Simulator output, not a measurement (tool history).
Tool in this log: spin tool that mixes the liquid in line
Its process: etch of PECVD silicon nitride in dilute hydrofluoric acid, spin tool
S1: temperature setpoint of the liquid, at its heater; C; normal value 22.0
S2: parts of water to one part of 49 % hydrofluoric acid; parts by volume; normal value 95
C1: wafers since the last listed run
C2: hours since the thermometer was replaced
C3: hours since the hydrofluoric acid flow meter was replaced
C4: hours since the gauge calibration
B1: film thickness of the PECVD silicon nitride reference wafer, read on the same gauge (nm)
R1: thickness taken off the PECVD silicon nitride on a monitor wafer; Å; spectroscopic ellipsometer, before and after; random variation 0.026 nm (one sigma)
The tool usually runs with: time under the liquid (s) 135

{"run": 1, "hour": 0.0, "S1": 22.0, "S2": 95, "time under the liquid (s)": 135, "C1": 0, "C2": 2434.3, "C3": 864.5, "C4": 304.7, "B1": 89.996, "R1": 36.58}
{"hour": 6.9, "done": "thermometer replaced"}
{"run": 2, "hour": 17.6, "S1": 22.0, "S2": 95, "time under the liquid (s)": 135, "C1": 109, "C2": 10.7, "C3": 882.1, "C4": 322.3, "B1": 89.98, "R1": 43.56}
{"run": 3, "hour": 38.7, "S1": 22.0, "S2": 95, "time under the liquid (s)": 135, "C1": 139, "C2": 31.8, "C3": 903.2, "C4": 343.4, "B1": 89.968, "R1": 43.33}
{"run": 4, "hour": 55.9, "S1": 22.0, "S2": 95, "time under the liquid (s)": 135, "C1": 113, "C2": 49.0, "C3": 920.4, "C4": 360.6, "B1": 90.014, "R1": 43.49}
{"hour": 65.2, "done": "gauge calibrated"}
{"run": 5, "hour": 68.5, "S1": 22.0, "S2": 95, "time under the liquid (s)": 165, "C1": 83, "C2": 61.6, "C3": 933.0, "C4": 3.3, "B1": 90.008, "R1": 52.87}
{"run": 6, "hour": 84.4, "S1": 22.0, "S2": 95, "time under the liquid (s)": 135, "C1": 105, "C2": 77.5, "C3": 948.9, "C4": 19.2, "B1": 89.955, "R1": 42.86}
{"run": 7, "hour": 102.3, "S1": 22.0, "S2": 95, "time under the liquid (s)": 135, "C1": 118, "C2": 95.4, "C3": 966.8, "C4": 37.1, "B1": 90.009, "R1": 42.66}
{"run": 8, "hour": 114.3, "S1": 26.0, "S2": 135, "time under the liquid (s)": 160, "C1": 79, "C2": 107.4, "C3": 978.8, "C4": 49.1, "B1": 90.015, "R1": 46.47}
{"run": 9, "hour": 122.2, "S1": 22.0, "S2": 95, "time under the liquid (s)": 135, "C1": 52, "C2": 115.3, "C3": 986.7, "C4": 57.0, "B1": 89.988, "R1": 42.91}
{"run": 10, "hour": 138.2, "S1": 22.0, "S2": 55, "time under the liquid (s)": 85, "C1": 105, "C2": 131.3, "C3": 1002.7, "C4": 73.0, "B1": 89.997, "R1": 45.57}
{"run": 11, "hour": 153.0, "S1": 22.0, "S2": 95, "time under the liquid (s)": 135, "C1": 98, "C2": 146.1, "C3": 1017.5, "C4": 87.8, "B1": 90.025, "R1": 42.58}
{"run": 12, "hour": 163.2, "S1": 22.0, "S2": 95, "time under the liquid (s)": 170, "C1": 67, "C2": 156.3, "C3": 1027.7, "C4": 98.0, "B1": 90.0, "R1": 54.41}
{"run": 13, "hour": 174.2, "S1": 22.0, "S2": 95, "time under the liquid (s)": 135, "C1": 72, "C2": 167.3, "C3": 1038.7, "C4": 109.0, "B1": 89.987, "R1": 42.51}
{"hour": 186.6, "done": "hydrofluoric acid flow meter replaced"}
{"run": 14, "hour": 188.9, "S1": 22.0, "S2": 55, "time under the liquid (s)": 85, "C1": 90, "C2": 182.0, "C3": 2.3, "C4": 123.7, "B1": 90.014, "R1": 48.88}
{"run": 15, "hour": 198.8, "S1": 17.5, "S2": 65, "time under the liquid (s)": 60, "C1": 65, "C2": 191.9, "C3": 12.2, "C4": 133.6, "B1": 89.981, "R1": 21.34}
{"run": 16, "hour": 213.0, "S1": 22.0, "S2": 125, "time under the liquid (s)": 185, "C1": 94, "C2": 206.1, "C3": 26.4, "C4": 147.8, "B1": 89.998, "R1": 47.55}
{"run": 17, "hour": 227.6, "S1": 22.0, "S2": 95, "time under the liquid (s)": 135, "C1": 96, "C2": 220.7, "C3": 41.0, "C4": 162.4, "B1": 90.036, "R1": 45.42}
{"run": 18, "hour": 233.8, "S1": 25.5, "S2": 80, "time under the liquid (s)": 110, "C1": 41, "C2": 226.9, "C3": 47.2, "C4": 168.6, "B1": 89.985, "R1": 55.37}
{"run": 19, "hour": 248.7, "S1": 17.5, "S2": 65, "time under the liquid (s)": 60, "C1": 98, "C2": 241.8, "C3": 62.1, "C4": 183.5, "B1": 89.968, "R1": 21.36}
{"run": 20, "hour": 266.6, "S1": 22.0, "S2": 95, "time under the liquid (s)": 115, "C1": 118, "C2": 259.7, "C3": 80.0, "C4": 201.4, "B1": 89.995, "R1": 38.32}
{"run": 21, "hour": 275.7, "S1": 25.5, "S2": 65, "time under the liquid (s)": 215, "C1": 60, "C2": 268.8, "C3": 89.1, "C4": 210.5, "B1": 89.994, "R1": 132.53}
{"run": 22, "hour": 293.2, "S1": 18.0, "S2": 95, "time under the liquid (s)": 135, "C1": 115, "C2": 286.3, "C3": 106.6, "C4": 228.0, "B1": 89.986, "R1": 34.47}
{"run": 23, "hour": 300.0, "S1": 22.0, "S2": 95, "time under the liquid (s)": 135, "C1": 45, "C2": 293.1, "C3": 113.4, "C4": 234.8, "B1": 90.028, "R1": 45.08}
{"run": 24, "hour": 317.1, "S1": 22.0, "S2": 60, "time under the liquid (s)": 195, "C1": 113, "C2": 310.2, "C3": 130.5, "C4": 251.9, "B1": 90.027, "R1": 101.11}
{"run": 25, "hour": 332.3, "S1": 20.0, "S2": 75, "time under the liquid (s)": 135, "C1": 100, "C2": 325.4, "C3": 145.7, "C4": 267.1, "B1": 89.983, "R1": 49.06}
{"run": 26, "hour": 347.0, "S1": 23.5, "S2": 95, "time under the liquid (s)": 135, "C1": 97, "C2": 340.1, "C3": 160.4, "C4": 281.8, "B1": 89.984, "R1": 49.53}
{"run": 27, "hour": 397.3, "S1": 22.0, "S2": 65, "time under the liquid (s)": 205, "C1": 333, "C2": 390.4, "C3": 210.7, "C4": 332.1, "B1": 89.955, "R1": 95.94}
{"run": 28, "hour": 411.3, "S1": 22.0, "S2": 95, "time under the liquid (s)": 135, "C1": 92, "C2": 404.4, "C3": 224.7, "C4": 346.1, "B1": 90.01, "R1": 44.03}

What will run 29 give?
{"run": 29, "hour": 417.4, "S1": 22.0, "S2": 95, "time under the liquid (s)": 135, "C1": 40, "C2": 410.5, "C3": 230.8, "C4": 352.2, "B1": "?", "R1": "?"}

B1: 89.966
R1: 43.98 Å
The same run, on a tool lacking any hidden state, would have yielded R1 46.22 Å.

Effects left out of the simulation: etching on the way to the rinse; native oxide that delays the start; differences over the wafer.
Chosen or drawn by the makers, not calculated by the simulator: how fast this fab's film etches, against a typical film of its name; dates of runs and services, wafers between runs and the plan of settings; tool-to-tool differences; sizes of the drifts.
